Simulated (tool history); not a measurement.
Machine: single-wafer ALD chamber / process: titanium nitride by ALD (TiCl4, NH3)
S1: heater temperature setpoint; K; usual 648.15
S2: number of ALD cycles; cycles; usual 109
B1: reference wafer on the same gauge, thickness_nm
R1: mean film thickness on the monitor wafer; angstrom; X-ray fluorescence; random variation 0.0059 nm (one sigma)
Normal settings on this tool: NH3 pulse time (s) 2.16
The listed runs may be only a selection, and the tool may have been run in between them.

{"run": 1, "hour": 0.0, "S1": 648.15, "S2": 109, "NH3 pulse time (s)": 2.16, "B1": 2.05, "R1": 23.34}
{"run": 2, "hour": 55.1, "S1": 648.15, "S2": 109, "NH3 pulse time (s)": 2.16, "B1": 2.049, "R1": 23.42}
{"run": 3, "hour": 111.5, "S1": 648.15, "S2": 109, "NH3 pulse time (s)": 2.16, "B1": 2.05, "R1": 23.46}
{"run": 4, "hour": 211.1, "S1": 648.15, "S2": 109, "NH3 pulse time (s)": 2.16, "B1": 2.05, "R1": 23.37}
{"run": 5, "hour": 259.9, "S1": 648.15, "S2": 109, "NH3 pulse time (s)": 2.16, "B1": 2.048, "R1": 23.45}
{"run": 6, "hour": 313.2, "S1": 648.15, "S2": 109, "NH3 pulse time (s)": 2.16, "B1": 2.051, "R1": 23.49}
{"run": 7, "hour": 527.8, "S1": 648.15, "S2": 109, "NH3 pulse time (s)": 2.16, "B1": 2.05, "R1": 23.52}
{"run": 8, "hour": 585.6, "S1": 648.15, "S2": 109, "NH3 pulse time (s)": 2.16, "B1": 2.051, "R1": 23.33}
{"run": 9, "hour": 633.4, "S1": 648.15, "S2": 114, "NH3 pulse time (s)": 2.16, "B1": 2.049, "R1": 24.53}
{"run": 10, "hour": 713.6, "S1": 648.15, "S2": 114, "NH3 pulse time (s)": 2.16, "B1": 2.05, "R1": 24.48}
{"run": 11, "hour": 749.6, "S1": 637.15, "S2": 109, "NH3 pulse time (s)": 2.16, "B1": 2.05, "R1": 22.88}
{"run": 12, "hour": 802.3, "S1": 637.15, "S2": 109, "NH3 pulse time (s)": 2.16, "B1": 2.05, "R1": 22.81}
{"run": 13, "hour": 869.2, "S1": 637.15, "S2": 109, "NH3 pulse time (s)": 2.16, "B1": 2.05, "R1": 22.84}
{"run": 14, "hour": 929.6, "S1": 648.15, "S2": 109, "NH3 pulse time (s)": 2.16, "B1": 2.048, "R1": 23.33}
{"run": 15, "hour": 969.7, "S1": 648.15, "S2": 109, "NH3 pulse time (s)": 2.16, "B1": 2.049, "R1": 23.4}
{"run": 16, "hour": 1027.0, "S1": 648.15, "S2": 109, "NH3 pulse time (s)": 2.16, "B1": 2.051, "R1": 23.26}
{"run": 17, "hour": 1222.7, "S1": 648.15, "S2": 109, "NH3 pulse time (s)": 2.16, "B1": 2.051, "R1": 23.46}
{"run": 18, "hour": 1305.3, "S1": 648.15, "S2": 118, "NH3 pulse time (s)": 1.65, "B1": 2.051, "R1": 24.94}

Predict the results of run 19:
{"run": 19, "hour": 1365.6, "S1": 648.15, "S2": 118, "NH3 pulse time (s)": 1.65, "B1": "?", "R1": "?"}

Run 19 measured B1 2.05, R1 25.07 angstrom.
Had the tool carried no hidden state, the very same run would have given R1 25.21 angstrom.

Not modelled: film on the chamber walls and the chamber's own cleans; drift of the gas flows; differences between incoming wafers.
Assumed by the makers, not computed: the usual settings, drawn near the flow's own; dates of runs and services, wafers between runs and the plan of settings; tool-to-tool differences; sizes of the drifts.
